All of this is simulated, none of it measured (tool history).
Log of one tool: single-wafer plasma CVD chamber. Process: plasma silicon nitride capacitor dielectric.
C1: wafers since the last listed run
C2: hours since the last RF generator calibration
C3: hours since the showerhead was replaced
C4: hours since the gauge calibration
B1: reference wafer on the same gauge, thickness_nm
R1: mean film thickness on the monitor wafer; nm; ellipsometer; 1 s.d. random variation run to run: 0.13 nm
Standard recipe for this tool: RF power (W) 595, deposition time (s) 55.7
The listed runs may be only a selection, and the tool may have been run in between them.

run 1 hour=0 | RF_power_(W)=595 deposition_time_(s)=55.7 | C1=0 C2=1937.5 C3=3946.2 C4=93 | B1=68.409 | R1=84.797
run 2 hour=31.7 | RF_power_(W)=595 deposition_time_(s)=55.7 | C1=655 C2=1969.2 C3=3977.9 C4=124.7 | B1=68.403 | R1=84.727
run 3 hour=61.3 | RF_power_(W)=620 deposition_time_(s)=55.7 | C1=612 C2=1998.8 C3=4007.5 C4=154.3 | B1=68.404 | R1=85.556
run 4 hour=80.8 | RF_power_(W)=595 deposition_time_(s)=55.7 | C1=403 C2=2018.3 C3=4027 C4=173.8 | B1=68.411 | R1=84.843
run 5 hour=96.5 | RF_power_(W)=595 deposition_time_(s)=55.7 | C1=324 C2=2034 C3=4042.7 C4=189.5 | B1=68.356 | R1=84.886
run 6 hour=127.2 | RF_power_(W)=595 deposition_time_(s)=55.7 | C1=634 C2=2064.7 C3=4073.4 C4=220.2 | B1=68.385 | R1=84.578
run 7 hour=151.4 | RF_power_(W)=595 deposition_time_(s)=55.7 | C1=500 C2=2088.9 C3=4097.6 C4=244.4 | B1=68.387 | R1=84.439
-- hour=164.1 showerhead replaced
run 8 hour=181.5 | RF_power_(W)=595 deposition_time_(s)=55.7 | C1=456 C2=2119 C3=17.4 C4=274.5 | B1=68.431 | R1=84.883
run 9 hour=198.1 | RF_power_(W)=595 deposition_time_(s)=55.7 | C1=343 C2=2135.6 C3=34 C4=291.1 | B1=68.403 | R1=84.83
run 10 hour=228.6 | RF_power_(W)=480 deposition_time_(s)=48.2 | C1=630 C2=2166.1 C3=64.5 C4=321.6 | B1=68.418 | R1=69.233

Run 11 comes next. What will it give?
run 11 hour=261.1 | RF_power_(W)=485 deposition_time_(s)=59.3 | C1=671 C2=2198.6 C3=97 C4=354.1 | B1=? | R1=?

B1: 68.365
R1: 85.576 nm
Take away the tool's hidden state, keep the run-to-run variation as it was, and the same run would have given R1 85.576 nm.

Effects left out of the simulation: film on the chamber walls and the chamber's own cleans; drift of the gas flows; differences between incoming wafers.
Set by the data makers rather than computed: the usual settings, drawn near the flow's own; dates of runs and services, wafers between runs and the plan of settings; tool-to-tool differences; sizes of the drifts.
